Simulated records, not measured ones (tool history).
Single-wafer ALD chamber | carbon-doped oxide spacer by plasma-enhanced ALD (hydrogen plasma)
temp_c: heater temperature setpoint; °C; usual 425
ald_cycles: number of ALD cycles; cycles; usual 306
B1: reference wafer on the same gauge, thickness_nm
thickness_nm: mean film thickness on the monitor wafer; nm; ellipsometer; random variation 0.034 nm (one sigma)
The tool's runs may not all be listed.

run 1 day=0 | temp_c=425 ald_cycles=306 | B1=11.79 | thickness_nm=13.354
run 2 day=1.075 | temp_c=425 ald_cycles=306 | B1=11.804 | thickness_nm=13.428
run 3 day=2.321 | temp_c=437 ald_cycles=306 | B1=11.812 | thickness_nm=12.813
run 4 day=2.908 | temp_c=437 ald_cycles=306 | B1=11.804 | thickness_nm=12.77
run 5 day=4.312 | temp_c=425 ald_cycles=306 | B1=11.792 | thickness_nm=13.362
run 6 day=5.6 | temp_c=425 ald_cycles=306 | B1=11.791 | thickness_nm=13.431
run 7 day=6.433 | temp_c=425 ald_cycles=267 | B1=11.797 | thickness_nm=11.662
run 8 day=7.4 | temp_c=425 ald_cycles=267 | B1=11.806 | thickness_nm=11.646
run 9 day=8.242 | temp_c=425 ald_cycles=306 | B1=11.804 | thickness_nm=13.318
run 10 day=8.829 | temp_c=425 ald_cycles=306 | B1=11.797 | thickness_nm=13.354
run 11 day=9.388 | temp_c=425 ald_cycles=271 | B1=11.812 | thickness_nm=11.834
run 12 day=10.608 | temp_c=425 ald_cycles=271 | B1=11.802 | thickness_nm=11.868
run 13 day=14.654 | temp_c=425 ald_cycles=306 | B1=11.798 | thickness_nm=13.267
run 14 day=16.067 | temp_c=425 ald_cycles=306 | B1=11.812 | thickness_nm=13.304
-- day=16.733 thermocouple changed; heater temperature recalibrated
run 15 day=16.983 | temp_c=425 ald_cycles=359 | B1=11.82 | thickness_nm=16.034
run 16 day=18.371 | temp_c=410 ald_cycles=325 | B1=11.812 | thickness_nm=15.25
-- day=18.375 gauge calibrated
run 17 day=19.667 | temp_c=425 ald_cycles=306 | B1=11.796 | thickness_nm=13.603
run 18 day=20.654 | temp_c=413 ald_cycles=252 | B1=11.797 | thickness_nm=11.678
run 19 day=21.9 | temp_c=425 ald_cycles=271 | B1=11.796 | thickness_nm=12.018
run 20 day=23.375 | temp_c=425 ald_cycles=289 | B1=11.808 | thickness_nm=12.855
run 21 day=24.342 | temp_c=425 ald_cycles=306 | B1=11.785 | thickness_nm=13.616
run 22 day=24.879 | temp_c=419 ald_cycles=331 | B1=11.79 | thickness_nm=15.053
run 23 day=25.475 | temp_c=430 ald_cycles=364 | B1=11.803 | thickness_nm=15.844
run 24 day=26.329 | temp_c=430 ald_cycles=364 | B1=11.798 | thickness_nm=15.81
run 25 day=27.646 | temp_c=430 ald_cycles=332 | B1=11.796 | thickness_nm=14.443
run 26 day=28.896 | temp_c=425 ald_cycles=306 | B1=11.808 | thickness_nm=13.56
run 27 day=29.912 | temp_c=411 ald_cycles=334 | B1=11.807 | thickness_nm=15.554
run 28 day=30.796 | temp_c=425 ald_cycles=344 | B1=11.801 | thickness_nm=15.259
run 29 day=32.038 | temp_c=439 ald_cycles=263 | B1=11.814 | thickness_nm=11.052

The same runs without the tool's hidden state, with the same run-to-run variation:
The hidden state here: wafer temperature above the value expected at the setpoint (K); gauge reads high (%).
run=1 thickness_nm=13.591
run=2 thickness_nm=13.672
run=3 thickness_nm=13.062
run=4 thickness_nm=13.021
run=5 thickness_nm=13.62
run=6 thickness_nm=13.697
run=7 thickness_nm=11.897
run=8 thickness_nm=11.884
run=9 thickness_nm=13.595
run=10 thickness_nm=13.634
run=11 thickness_nm=12.085
run=12 thickness_nm=12.125
run=13 thickness_nm=13.574
run=14 thickness_nm=13.619
run=15 thickness_nm=16.051
run=16 thickness_nm=15.273
run=17 thickness_nm=13.631
run=18 thickness_nm=11.705
run=19 thickness_nm=12.052
run=20 thickness_nm=12.898
run=21 thickness_nm=13.667
run=22 thickness_nm=15.11
run=23 thickness_nm=15.91
run=24 thickness_nm=15.881
run=25 thickness_nm=14.514
run=26 thickness_nm=13.632
run=27 thickness_nm=15.638
run=28 thickness_nm=15.35
run=29 thickness_nm=11.127
